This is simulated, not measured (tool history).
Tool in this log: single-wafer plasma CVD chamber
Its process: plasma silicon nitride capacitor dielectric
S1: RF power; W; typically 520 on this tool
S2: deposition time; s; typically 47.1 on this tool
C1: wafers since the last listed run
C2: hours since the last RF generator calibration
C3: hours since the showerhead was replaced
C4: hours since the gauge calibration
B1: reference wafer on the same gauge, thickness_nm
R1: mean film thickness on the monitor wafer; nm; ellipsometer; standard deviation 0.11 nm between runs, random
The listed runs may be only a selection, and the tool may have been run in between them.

Run 1, hour 0.0: usual settings but S2 42.8 s; C1 0; C2 1321.9; C3 8268.7; C4 18.9; B1 62.382. Result: R1 66.290 nm.
Run 2, hour 15.9: usual settings but S2 42.8 s; C1 383; C2 1337.8; C3 8284.6; C4 34.8; B1 62.405. Result: R1 66.265 nm.
Run 3, hour 32.0: usual settings but S1 460 W, S2 41.5 s; C1 388; C2 1353.9; C3 8300.7; C4 50.9; B1 62.416. Result: R1 61.564 nm.
Run 4, hour 38.2: usual settings; C1 149; C2 1360.1; C3 8306.9; C4 57.1; B1 62.387. Result: R1 72.981 nm.
Run 5, hour 49.0: usual settings; C1 260; C2 1370.9; C3 8317.7; C4 67.9; B1 62.383. Result: R1 73.034 nm.
At hour 82.4: RF generator calibrated.
At hour 88.4: gauge calibrated.
At hour 103.6: showerhead replaced.
Run 6, hour 104.1: usual settings; C1 944; C2 21.7; C3 0.5; C4 15.7; B1 62.386. Result: R1 73.096 nm.
Run 7, hour 104.4: usual settings but S2 43.9 s; C1 7; C2 22.0; C3 0.8; C4 16.0; B1 62.393. Result: R1 68.036 nm.
Run 8, hour 118.0: usual settings but S1 435 W, S2 54.6 s; C1 328; C2 35.6; C3 14.4; C4 29.6; B1 62.388. Result: R1 79.183 nm.
Run 9, hour 127.2: usual settings but S1 490 W, S2 39.4 s; C1 222; C2 44.8; C3 23.6; C4 38.8; B1 62.372. Result: R1 59.966 nm.
Run 10, hour 135.7: usual settings; C1 205; C2 53.3; C3 32.1; C4 47.3; B1 62.384. Result: R1 73.137 nm.
Run 11, hour 142.4: usual settings but S1 445 W; C1 161; C2 60.0; C3 38.8; C4 54.0; B1 62.437. Result: R1 69.025 nm.
Run 12, hour 149.7: usual settings but S2 51.6 s; C1 176; C2 67.3; C3 46.1; C4 61.3; B1 62.371. Result: R1 79.946 nm.
Run 13, hour 167.0: usual settings but S1 480 W, S2 44.7 s; C1 417; C2 84.6; C3 63.4; C4 78.6; B1 62.386. Result: R1 67.306 nm.
Run 14, hour 204.1: usual settings but S1 560 W, S2 39.9 s; C1 895; C2 121.7; C3 100.5; C4 115.7; B1 62.388. Result: R1 63.631 nm.
At hour 208.2: gauge calibrated.
Run 15, hour 218.2: usual settings but S1 455 W, S2 51.9 s; C1 340; C2 135.8; C3 114.6; C4 10.0; B1 62.410. Result: R1 76.351 nm.

What was the tool's hidden state at every run in the log?
delivered RF power above the setpoint (%): 0 across all the runs
gauge reads high (%): 0 across all the runs

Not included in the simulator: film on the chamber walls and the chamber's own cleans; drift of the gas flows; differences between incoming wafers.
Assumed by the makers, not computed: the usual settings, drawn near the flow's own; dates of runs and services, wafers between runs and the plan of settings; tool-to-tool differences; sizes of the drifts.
